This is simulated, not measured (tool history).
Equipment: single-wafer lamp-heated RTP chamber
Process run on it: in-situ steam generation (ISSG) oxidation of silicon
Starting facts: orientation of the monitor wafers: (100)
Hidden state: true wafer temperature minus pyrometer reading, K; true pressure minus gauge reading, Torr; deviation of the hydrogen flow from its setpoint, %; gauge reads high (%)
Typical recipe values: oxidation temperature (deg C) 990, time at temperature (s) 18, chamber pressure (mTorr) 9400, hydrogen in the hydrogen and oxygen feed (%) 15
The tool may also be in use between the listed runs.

run,hour,oxidation temperature (deg C),time at temperature (s),chamber pressure (mTorr),hydrogen in the hydrogen and oxygen feed (%),wafers since the last listed run,wafers since the last pyrometer calibration,hours since the pressure gauge was zeroed,hours since the hydrogen flow controller was replaced,hours since the gauge calibration,"read-back reference wafer on the same gauge, thickness",oxide thickness on the monitor wafer (nm)
1,0.0,990,18,10000,15,0,2393,4032.6,2847.2,255.0,4.170,4.259
2,11.6,990,18,10000,15,80,2473,4044.2,2858.8,266.6,4.169,4.287
3,26.0,990,18,9400,15,99,2572,4058.6,2873.2,281.0,4.169,4.321
4,37.6,990,18,9400,15,80,2652,4070.2,2884.8,292.6,4.177,4.281
5,47.7,990,15,9400,15,69,2722,4080.3,2894.9,302.7,4.179,3.989
6,61.9,990,15,9400,15,97,2820,4094.5,2909.1,316.9,4.172,3.974
7,71.5,990,15,9400,15,66,2886,4104.1,2918.7,326.5,4.158,3.978
8,88.4,990,18,9400,15,116,3002,4121.0,2935.6,343.4,4.167,4.370
9,94.4,990,18,9400,15,41,3044,4127.0,2941.6,349.4,4.170,4.332
10,101.7,990,18,9400,15,50,3094,4134.3,2948.9,356.7,4.167,4.352
11,108.4,990,18,9400,15,46,3140,4141.0,2955.6,363.4,4.176,4.394
# hour 118.0: hydrogen flow controller replaced
# hour 118.5: pyrometer window cleaned and pyrometer calibrated
12,119.0,990,18,9400,15,14,3,4151.6,1.0,374.0,4.167,4.140
# hour 135.8: pressure gauge zeroed
13,136.3,997,18,9400,15,64,67,0.5,18.3,391.3,4.169,4.264
# hour 146.7: gauge calibrated
14,147.4,990,14,9400,15,76,144,11.6,29.4,0.7,4.181,3.689
15,156.2,1010,18,9400,11,60,205,20.4,38.2,9.5,4.173,4.176
16,173.2,990,24,10100,25,117,322,37.4,55.2,26.5,4.169,5.212
17,185.3,990,18,9400,15,83,405,49.5,67.3,38.6,4.173,4.160
18,191.3,990,18,9800,11,41,447,55.5,73.3,44.6,4.171,3.861
19,233.8,990,12,9400,11,293,740,98.0,115.8,87.1,4.169,3.233
20,249.8,990,18,9400,15,110,850,114.0,131.8,103.1,4.173,4.189
21,256.0,990,18,9400,15,42,893,120.2,138.0,109.3,4.172,4.162
22,270.8,990,18,9400,11,102,995,135.0,152.8,124.1,4.171,3.939
23,286.2,990,18,8700,11,106,1101,150.4,168.2,139.5,4.167,3.931
24,297.5,1008,18,10200,15,77,1179,161.7,179.5,150.8,4.177,4.441
25,313.7,971,16,10200,15,111,1291,177.9,195.7,167.0,4.171,3.664

Consider 4 possible next runs. They are alternatives, not a sequence: every one starts from the tool as it was left by run 25. What does each give?
A,314.2,990,18,10200,15,3,1294,178.4,196.2,167.5,?,?
B,314.2,990,23,9400,15,3,1294,178.4,196.2,167.5,?,?
C,314.2,990,25,8200,15,3,1294,178.4,196.2,167.5,?,?
D,314.2,1000,22,9400,15,3,1294,178.4,196.2,167.5,?,?

run,"read-back reference wafer on the same gauge, thickness",oxide thickness on the monitor wafer (nm)
A,4.170,4.121
B,4.170,4.679
C,4.170,4.910
D,4.170,4.773
Had the tool no hidden state, the same runs would have come out as:
run,oxide thickness on the monitor wafer (nm)
A,4.085
B,4.634
C,4.862
D,4.724

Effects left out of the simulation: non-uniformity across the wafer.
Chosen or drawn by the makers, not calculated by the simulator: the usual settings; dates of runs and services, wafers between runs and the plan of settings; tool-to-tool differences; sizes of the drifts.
